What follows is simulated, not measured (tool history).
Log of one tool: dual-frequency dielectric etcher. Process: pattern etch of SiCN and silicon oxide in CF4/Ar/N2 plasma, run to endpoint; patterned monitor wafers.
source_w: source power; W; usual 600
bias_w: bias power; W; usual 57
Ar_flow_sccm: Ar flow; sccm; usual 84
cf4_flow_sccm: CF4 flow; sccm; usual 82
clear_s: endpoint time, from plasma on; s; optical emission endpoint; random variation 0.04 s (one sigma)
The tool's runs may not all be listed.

| run | day | source_w | bias_w | Ar_flow_sccm | cf4_flow_sccm | wafers since the last listed run | hours since the last wet clean | hours since the last source power generator calibration | hours since the last bias power generator calibration | hours since the last Ar flow controller change | hours since the last CF4 flow controller change | hours since the last upper electrode change | incoming incoming film thickness, nm | clear_s |
|---|---|---|---|---|---|---|---|---|---|---|---|---|---|---|
| 1 | 0 | 670 | 57 | 84 | 82 | 0 | 471.9 | 2430.5 | 2992.1 | 3971.7 | 2850.7 | 4550.7 | 11.32 | 9 |
| 2 | 0.35 | 670 | 57 | 84 | 82 | 139 | 480.3 | 2438.9 | 3000.5 | 3980.1 | 2859.1 | 4559.1 | 11.24 | 9 |
| 3 | 0.667 | 670 | 57 | 84 | 82 | 126 | 487.9 | 2446.5 | 3008.1 | 3987.7 | 2866.7 | 4566.7 | 11.22 | 8.9 |
| 4 | 0.938 | 600 | 57 | 84 | 82 | 108 | 494.4 | 2453 | 3014.6 | 3994.2 | 2873.2 | 4573.2 | 11.22 | 9.9 |
|  | 2.738 | bias power generator calibrated |
|  | 2.996 | wet clean of the chamber |
| 5 | 3.017 | 600 | 57 | 84 | 82 | 661 | 0.5 | 2502.9 | 6.7 | 4044.1 | 2923.1 | 4623.1 | 11.32 | 10.6 |
| 6 | 3.029 | 600 | 57 | 89 | 82 | 4 | 0.8 | 2503.2 | 7 | 4044.4 | 2923.4 | 4623.4 | 11.28 | 10.6 |
| 7 | 3.167 | 600 | 50 | 92 | 82 | 54 | 4.1 | 2506.5 | 10.3 | 4047.7 | 2926.7 | 4626.7 | 11.34 | 11.1 |
| 8 | 3.496 | 600 | 50 | 92 | 82 | 131 | 12 | 2514.4 | 18.2 | 4055.6 | 2934.6 | 4634.6 | 11.25 | 11 |
|  | 3.9 | CF4 flow controller replaced |
| 9 | 4.183 | 730 | 44 | 98 | 69 | 174 | 28.5 | 2530.9 | 34.7 | 4072.1 | 6.8 | 4651.1 | 11.32 | 9.8 |
| 10 | 4.462 | 600 | 57 | 66 | 82 | 111 | 35.2 | 2537.6 | 41.4 | 4078.8 | 13.5 | 4657.8 | 11.27 | 10.2 |
|  | 4.7 | source power generator calibrated |
| 11 | 4.871 | 600 | 57 | 84 | 82 | 96 | 45 | 4.1 | 51.2 | 4088.6 | 23.3 | 4667.6 | 11.3 | 10.5 |
|  | 5.525 | Ar flow controller replaced |
|  | 6.221 | upper electrode replaced |
| 12 | 6.242 | 600 | 57 | 66 | 82 | 168 | 77.9 | 37 | 84.1 | 17.2 | 56.2 | 0.5 | 11.4 | 10.3 |

Run 13 comes next. What will it give?
| 13 | 6.254 | 550 | 57 | 84 | 76 | 4 | 78.2 | 37.3 | 84.4 | 17.5 | 56.5 | 0.8 | 11.25 | ? |

Run 13 gave clear_s 11.4 s.
Without the tool's hidden state the same run would have given clear_s 11.4 s.
